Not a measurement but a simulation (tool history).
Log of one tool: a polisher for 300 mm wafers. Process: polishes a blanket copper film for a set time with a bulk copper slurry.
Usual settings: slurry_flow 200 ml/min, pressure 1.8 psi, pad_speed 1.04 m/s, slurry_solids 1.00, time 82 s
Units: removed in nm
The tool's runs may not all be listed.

run    hour  slurry_flow  pressure  pad_speed  slurry_solids  time  incoming thickness of the incoming film, nm  removed
  1     0.0          200       1.8       1.04           1.00    82                                       4174.0    552.4
  2    38.6          200       1.8       1.04           1.00    82                                       4172.1    542.9
  3    63.3          200       1.8       1.04           1.00    82                                       4316.4    543.5
  4    93.3          200       1.8       1.04           1.00    82                                       4239.4    539.6
      157.2  -- worn pad replaced by a new one
  5   159.7          200       1.8       0.86           1.00    82                                       4306.7    428.9
      193.8  -- slurry blender recalibrated
      255.9  -- slurry nozzle cleaned
  6   372.5          200       1.8       0.86           1.00    82                                       4206.2    439.5
      384.4  -- head pressure recalibrated
  7   410.9          200       1.8       1.14           1.00    82                                       4331.5    623.4
  8   474.7          200       2.4       1.04           1.30    82                                       4243.2    795.7
  9   513.4          200       2.3       1.04           1.00    57                                       4320.2    490.0
 10   540.3          255       1.8       0.92           1.00    82                                       4324.0    495.1
 11   572.1          200       1.8       0.86           1.00    82                                       4203.3    449.0
      593.5  -- worn pad replaced by a new one
      596.9  -- slurry blender recalibrated
 12   640.3          200       1.4       0.68           1.00    61                                       4190.9    220.5
 13   673.4          200       2.3       0.90           1.00    82                                       4214.4    632.9
 14   728.4          200       1.8       1.04           0.75   102                                       4251.8    664.4
 15   793.4          255       1.8       0.92           1.00    82                                       4284.3    508.8
 16   819.1          200       1.8       1.04           1.00   108                                       4200.3    734.8
 17   862.1          225       2.2       0.70           1.00    64                                       4175.8    361.3
 18   889.8          225       1.8       1.04           1.00    82                                       4321.5    560.4
 19   931.4          200       1.8       1.04           0.80    82                                       4246.6    520.1
 20   967.8          200       1.8       1.04           0.90    82                                       4255.0    530.1
 21  1008.1          200       1.8       1.04           0.90    82                                       4229.8    513.6
     1017.2  -- slurry blender recalibrated
     1018.7  -- worn pad replaced by a new one
     1058.1  -- slurry nozzle cleaned
 22  1060.6          200       1.8       1.04           1.00    82                                       4231.0    565.6
 23  1116.3          230       2.2       1.16           1.15    82                                       4277.1    790.3
 24  1186.3          200       1.8       1.04           1.00    82                                       4222.9    559.7
 25  1248.8          200       1.8       1.04           1.00    82                                       4291.1    548.6
 26  1275.3          140       2.1       1.04           1.00    82                                       4304.4    609.0
 27  1322.7          200       1.8       1.04           1.20    98                                       4323.9    663.2
 28  1374.0          140       1.8       0.84           1.00    64                                       4249.9    319.3
 29  1407.9          200       1.5       1.04           0.90    82                                       4294.4    422.0

5 ways to go on from here, each from the tool as it stands after run 29. What would each give?
  A  1408.3          200       1.8       1.04           1.00    82                                       4234.4        ?
  B  1408.3          200       1.5       1.04           1.00    82                                       4234.4        ?
  C  1408.3          200       2.1       1.04           1.00    82                                       4234.4        ?
  D  1408.3          200       1.4       1.04           0.80    82                                       4234.4        ?
  E  1408.3          200       1.8       0.94           1.30    82                                       4234.4        ?

run  removed
  A    513.0
  B    427.5
  C    598.4
  D    381.6
  E    489.5
Without the tool's hidden state the same runs would have given:
run  removed
  A    580.0
  B    483.4
  C    676.7
  D    430.6
  E    554.8
